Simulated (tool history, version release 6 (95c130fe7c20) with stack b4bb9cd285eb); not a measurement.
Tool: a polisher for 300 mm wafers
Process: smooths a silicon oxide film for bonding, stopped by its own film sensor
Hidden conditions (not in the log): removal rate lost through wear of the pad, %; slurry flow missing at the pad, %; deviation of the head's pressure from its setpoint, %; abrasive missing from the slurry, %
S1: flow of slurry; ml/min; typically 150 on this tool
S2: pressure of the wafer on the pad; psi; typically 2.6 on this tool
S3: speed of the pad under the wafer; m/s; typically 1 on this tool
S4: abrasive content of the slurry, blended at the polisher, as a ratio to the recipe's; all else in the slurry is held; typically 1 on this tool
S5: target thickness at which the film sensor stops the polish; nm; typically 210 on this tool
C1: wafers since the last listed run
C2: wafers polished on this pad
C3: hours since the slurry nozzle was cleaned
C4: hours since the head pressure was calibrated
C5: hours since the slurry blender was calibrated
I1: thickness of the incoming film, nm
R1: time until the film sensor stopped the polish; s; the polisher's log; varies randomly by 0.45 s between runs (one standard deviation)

Run 1, hour 0: usual settings but S5 212 nm; C1 0; C2 333; C3 104.8; C4 382.1; C5 101; I1 240.5. Result: R1 31.4 s.
Run 2, hour 62.4: usual settings; C1 600; C2 934; C3 167.2; C4 444.5; C5 163.4; I1 241.3. Result: R1 35 s.
At hour 98.8: slurry blender recalibrated.
Run 3, hour 103: usual settings; C1 371; C2 1305; C3 207.8; C4 485.1; C5 4.2; I1 239.5. Result: R1 32.6 s.
Run 4, hour 147.4: usual settings; C1 427; C2 1733; C3 252.2; C4 529.5; C5 48.6; I1 243.5. Result: R1 36.8 s.
At hour 193.4: worn pad replaced by a new one.
Run 5, hour 216.3: usual settings but S1 160 ml/min; C1 624; C2 220; C3 321.1; C4 598.4; C5 117.5; I1 240.4. Result: R1 33.2 s.
Run 6, hour 245.9: usual settings but S1 160 ml/min; C1 284; C2 505; C3 350.7; C4 628; C5 147.1; I1 242.1. Result: R1 35.7 s.
At hour 298.1: slurry blender recalibrated.
Run 7, hour 314.1: usual settings but S1 160 ml/min; C1 637; C2 1142; C3 418.9; C4 696.2; C5 16; I1 244.4. Result: R1 37 s.
Run 8, hour 384.5: usual settings; C1 677; C2 1820; C3 489.3; C4 766.6; C5 86.4; I1 243.9. Result: R1 38.6 s.
Run 9, hour 421.1: usual settings; C1 352; C2 2172; C3 525.9; C4 803.2; C5 123; I1 241.1. Result: R1 33.4 s.
At hour 434.9: worn pad replaced by a new one.
Run 10, hour 458.4: usual settings; C1 320; C2 225; C3 563.2; C4 840.5; C5 160.3; I1 239.3. Result: R1 32.4 s.
Run 11, hour 525.4: usual settings but S2 2.3 psi, S5 213 nm; C1 644; C2 870; C3 630.2; C4 907.5; C5 227.3; I1 239.9. Result: R1 33.8 s.
At hour 552.3: slurry blender recalibrated.
Run 12, hour 592.8: usual settings; C1 629; C2 1499; C3 697.6; C4 974.9; C5 40.5; I1 239.2. Result: R1 31.9 s.

For run 13, what comes out?
At hour 629.2: worn pad replaced by a new one.
At hour 632.9: head pressure recalibrated.
At hour 758.2: slurry nozzle cleaned.
At hour 796.5: slurry blender recalibrated.
Run 13, hour 797.9: usual settings; C1 1887; C2 1575; C3 39.7; C4 165; C5 1.4; I1 238.6. Result: R1 ?.

R1: 31.6 s
Take away the tool's hidden state, keep the run-to-run variation as it was, and the same run would have given R1 31.6 s.

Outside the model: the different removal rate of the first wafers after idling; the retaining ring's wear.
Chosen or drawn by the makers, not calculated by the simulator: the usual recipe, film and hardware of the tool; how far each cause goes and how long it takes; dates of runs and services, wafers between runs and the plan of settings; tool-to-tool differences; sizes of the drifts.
